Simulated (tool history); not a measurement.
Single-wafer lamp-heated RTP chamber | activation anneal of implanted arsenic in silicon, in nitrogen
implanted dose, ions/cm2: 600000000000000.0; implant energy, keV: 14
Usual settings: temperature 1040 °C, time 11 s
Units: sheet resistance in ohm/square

| run | hour | temperature | time | read-back reference wafer on the same gauge, sheet resistance | sheet resistance |
|---|---|---|---|---|---|
| 1 | 0 | 1040 | 11 | 196.85 | 200.79 |
|  | 77 | pyrometer window cleaned and pyrometer calibrated |
|  | 80.3 | reflector plate cleaned |
| 2 | 80.8 | 1026 | 13 | 197.02 | 203.74 |
| 3 | 168 | 1026 | 13 | 196.98 | 203.78 |
| 4 | 208.3 | 1040 | 12 | 197.04 | 201.65 |
| 5 | 292.6 | 1040 | 12 | 196.98 | 200.69 |
| 6 | 439 | 1040 | 12 | 197.14 | 200.63 |
| 7 | 518.4 | 1040 | 11 | 197 | 200.91 |
| 8 | 637.7 | 1040 | 11 | 196.99 | 199.96 |
|  | 686.6 | pyrometer window cleaned and pyrometer calibrated |
| 9 | 727.3 | 1022 | 11 | 197.15 | 205.39 |
|  | 791.8 | reflector plate cleaned |
| 10 | 792.3 | 1040 | 11 | 197.11 | 201.79 |
| 11 | 879.7 | 1040 | 11 | 197.04 | 201.92 |
| 12 | 978.4 | 1040 | 11 | 196.86 | 202.07 |
| 13 | 1018.7 | 1047 | 11 | 196.76 | 199.09 |
| 14 | 1102.2 | 1040 | 11 | 196.88 | 201.1 |
| 15 | 1181.5 | 1013 | 15 | 196.86 | 204.52 |
| 16 | 1265.5 | 1024 | 8 | 196.98 | 207.36 |
|  | 1321.2 | pyrometer window cleaned and pyrometer calibrated |
|  | 1321.4 | gauge calibrated |
| 17 | 1331.6 | 1056 | 11 | 197.01 | 197.58 |
| 18 | 1373.7 | 1065 | 16 | 197.14 | 190.66 |
|  | 1451 | reflector plate cleaned |
| 19 | 1524.7 | 1015 | 14 | 197.04 | 204.73 |
| 20 | 1571 | 1040 | 11 | 197.03 | 201.73 |
| 21 | 1674.2 | 1067 | 11 | 196.98 | 194.29 |

Forecast run 22:
| 22 | 1721.8 | 1016 | 7 | ? | ? |

read-back reference wafer on the same gauge, sheet resistance: 196.84
sheet resistance: 210.99 ohm/square
Without the tool's hidden state the same run would have given sheet resistance 211.85 ohm/square.

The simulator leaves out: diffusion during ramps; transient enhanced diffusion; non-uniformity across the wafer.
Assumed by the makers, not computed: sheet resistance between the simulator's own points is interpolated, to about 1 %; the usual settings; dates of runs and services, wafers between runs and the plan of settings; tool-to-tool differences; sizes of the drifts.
